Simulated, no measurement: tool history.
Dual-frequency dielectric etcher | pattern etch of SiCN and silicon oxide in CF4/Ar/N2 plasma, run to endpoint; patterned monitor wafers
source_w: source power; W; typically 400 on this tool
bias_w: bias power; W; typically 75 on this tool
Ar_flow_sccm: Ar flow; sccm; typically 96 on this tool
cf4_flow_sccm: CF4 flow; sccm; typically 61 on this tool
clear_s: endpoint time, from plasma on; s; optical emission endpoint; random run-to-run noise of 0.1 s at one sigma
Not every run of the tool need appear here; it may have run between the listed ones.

run,hour,source_w,bias_w,Ar_flow_sccm,cf4_flow_sccm,wafers since the last listed run,hours since the last wet clean,hours since the last source power generator calibration,hours since the last bias power generator calibration,hours since the last Ar flow controller change,hours since the last CF4 flow controller change,hours since the last upper electrode change,"incoming incoming film thickness, nm",clear_s
1,0,400,75,104,61,0,245.4,294.9,254.9,318.2,5097.8,3034.8,11.39,16.3
2,29.7,400,75,96,52,314,275.1,324.6,284.6,347.9,5127.5,3064.5,11.37,16.5
# hour 138.9: CF4 flow controller replaced
# hour 159.6: wet clean of the chamber
3,184.1,400,75,96,61,1351,24.5,479,439,502.3,45.2,3218.9,11.41,16.1
4,208.2,400,92,96,61,255,48.6,503.1,463.1,526.4,69.3,3243,11.56,15.5
5,246.8,480,85,87,47,408,87.2,541.7,501.7,565,107.9,3281.6,11.39,12.9
6,297.6,400,75,106,50,537,138,592.5,552.5,615.8,158.7,3332.4,11.28,16.7
7,369.5,400,65,96,54,761,209.9,664.4,624.4,687.7,230.6,3404.3,11.44,17.2
8,408.9,470,91,75,70,417,249.3,703.8,663.8,727.1,270,3443.7,11.37,12
9,450.2,400,65,96,54,437,290.6,745.1,705.1,768.4,311.3,3485,11.39,17.3
10,506.4,320,60,96,61,595,346.8,801.3,761.3,824.6,367.5,3541.2,11.43,22.3
11,531.7,400,75,96,52,267,372.1,826.6,786.6,849.9,392.8,3566.5,11.42,16.5
12,588.5,460,75,104,61,601,428.9,883.4,843.4,906.7,449.6,3623.3,11.32,13.8
# hour 615.5: wet clean of the chamber
# hour 636.4: upper electrode replaced
13,636.9,400,64,96,61,37,21.4,931.8,891.8,955.1,498,0.5,11.26,16.8
14,695.3,400,75,96,61,618,79.8,990.2,950.2,1013.5,556.4,58.9,11.44,16
15,745.7,350,60,96,54,533,130.2,1040.6,1000.6,1063.9,606.8,109.3,11.4,20.5
16,812.6,400,75,96,61,708,197.1,1107.5,1067.5,1130.8,673.7,176.2,11.44,16.3
17,839.5,440,81,96,61,284,224,1134.4,1094.4,1157.7,700.6,203.1,11.45,14.3
18,864.7,440,81,96,61,266,249.2,1159.6,1119.6,1182.9,725.8,228.3,11.51,14.3
19,903.3,450,93,96,61,408,287.8,1198.2,1158.2,1221.5,764.4,266.9,11.32,13.1
20,973.4,450,75,112,61,742,357.9,1268.3,1228.3,1291.6,834.5,337,11.49,14.4
# hour 997.5: wet clean of the chamber
21,1016.5,400,75,96,61,202,19,1311.4,1271.4,1334.7,877.6,380.1,11.48,16.2
22,1079.3,490,75,74,61,664,81.8,1374.2,1334.2,1397.5,940.4,442.9,11.44,12.6
23,1126.4,400,75,96,61,498,128.9,1421.3,1381.3,1444.6,987.5,490,11.42,16.3
24,1154.2,400,75,96,61,294,156.7,1449.1,1409.1,1472.4,1015.3,517.8,11.4,16

Give the tool's hidden conditions for every run:
etch rate over this chamber's usual, %: 0 in every run
source power that arrives over what is set, %: 0 in every run
bias power that arrives over what is set, %: 0 in every run
Ar flow that arrives over what is set, %: 0 in every run
CF4 flow that arrives over what is set, %: 0 in every run
